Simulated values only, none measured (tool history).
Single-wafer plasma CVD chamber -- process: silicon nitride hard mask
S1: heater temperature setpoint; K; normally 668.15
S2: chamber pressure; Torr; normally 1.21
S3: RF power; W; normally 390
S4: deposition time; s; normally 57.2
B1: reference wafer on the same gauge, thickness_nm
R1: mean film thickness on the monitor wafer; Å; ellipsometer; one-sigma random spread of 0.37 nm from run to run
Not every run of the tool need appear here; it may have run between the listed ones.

Run 1, day 0.000: usual settings; B1 74.582. Result: R1 733.72 Å.
Run 2, day 1.096: usual settings; B1 74.549. Result: R1 730.70 Å.
Run 3, day 1.838: usual settings; B1 74.556. Result: R1 737.23 Å.
Run 4, day 2.358: usual settings; B1 74.687. Result: R1 734.37 Å.
Run 5, day 3.775: usual settings; B1 74.594. Result: R1 733.12 Å.
Run 6, day 4.800: usual settings; B1 74.637. Result: R1 733.80 Å.
Run 7, day 5.475: usual settings; B1 74.569. Result: R1 742.60 Å.
Run 8, day 6.233: usual settings; B1 74.616. Result: R1 737.72 Å.
Run 9, day 7.650: usual settings but S2 1.39 Torr; B1 74.579. Result: R1 782.20 Å.
Run 10, day 8.888: usual settings; B1 74.611. Result: R1 734.19 Å.
Run 11, day 10.012: usual settings but S2 1.43 Torr, S4 54.3 s; B1 74.535. Result: R1 744.98 Å.
Run 12, day 11.096: usual settings; B1 74.581. Result: R1 730.41 Å.
Run 13, day 12.200: usual settings; B1 74.584. Result: R1 730.24 Å.
Run 14, day 13.262: usual settings; B1 74.639. Result: R1 734.33 Å.
Run 15, day 17.617: usual settings but S2 0.97 Torr, S4 49.2 s; B1 74.520. Result: R1 566.09 Å.
Run 16, day 21.204: usual settings; B1 74.579. Result: R1 738.82 Å.
Run 17, day 22.704: usual settings but S1 679.15 K; B1 74.605. Result: R1 725.60 Å.
Run 18, day 24.088: usual settings; B1 74.632. Result: R1 740.63 Å.
Run 19, day 25.129: usual settings; B1 74.619. Result: R1 730.23 Å.
Run 20, day 25.867: usual settings but S2 0.95 Torr, S3 450 W, S4 49.1 s; B1 74.649. Result: R1 597.84 Å.
Run 21, day 26.425: usual settings but S2 1.32 Torr, S3 335 W; B1 74.578. Result: R1 706.80 Å.
Run 22, day 27.812: usual settings but S2 1.34 Torr, S4 65.1 s; B1 74.500. Result: R1 878.32 Å.
Run 23, day 29.000: usual settings but S1 679.15 K; B1 74.554. Result: R1 732.89 Å.
Run 24, day 29.608: usual settings but S1 655.15 K, S2 1.50 Torr; B1 74.625. Result: R1 809.29 Å.
Run 25, day 30.367: usual settings but S1 660.15 K, S2 1.42 Torr, S3 445 W, S4 67.7 s; B1 74.581. Result: R1 994.12 Å.
Run 26, day 31.808: usual settings but S1 654.15 K, S4 65.1 s; B1 74.605. Result: R1 840.51 Å.
Run 27, day 32.646: usual settings but S1 676.15 K, S4 65.9 s; B1 74.659. Result: R1 843.25 Å.
Run 28, day 34.629: usual settings but S1 659.15 K, S3 330 W; B1 74.618. Result: R1 676.18 Å.
Run 29, day 35.483: usual settings but S3 445 W; B1 74.602. Result: R1 783.98 Å.
Run 30, day 36.479: usual settings but S2 1.46 Torr, S3 435 W; B1 74.617. Result: R1 831.81 Å.

The log once held 5 entries between its listed runs, left out of this copy. Where does each go, and what is different about the tool's unlogged condition between the listed run before it and the listed run after it?
Between runs 8 and 9: gauge calibrated (day 6.958)
  nothing in the hidden state changes from one run to the other
Between runs 10 and 11: RF generator calibrated (day 9.633); thermocouple changed; heater temperature recalibrated (day 9.825)
  nothing in the hidden state changes from one run to the other
Between runs 14 and 15: showerhead replaced (day 17.317)
  nothing in the hidden state changes from one run to the other
Between runs 16 and 17: capacitance manometer re-zeroed and calibrated (day 22.683)
  nothing in the hidden state changes from one run to the other
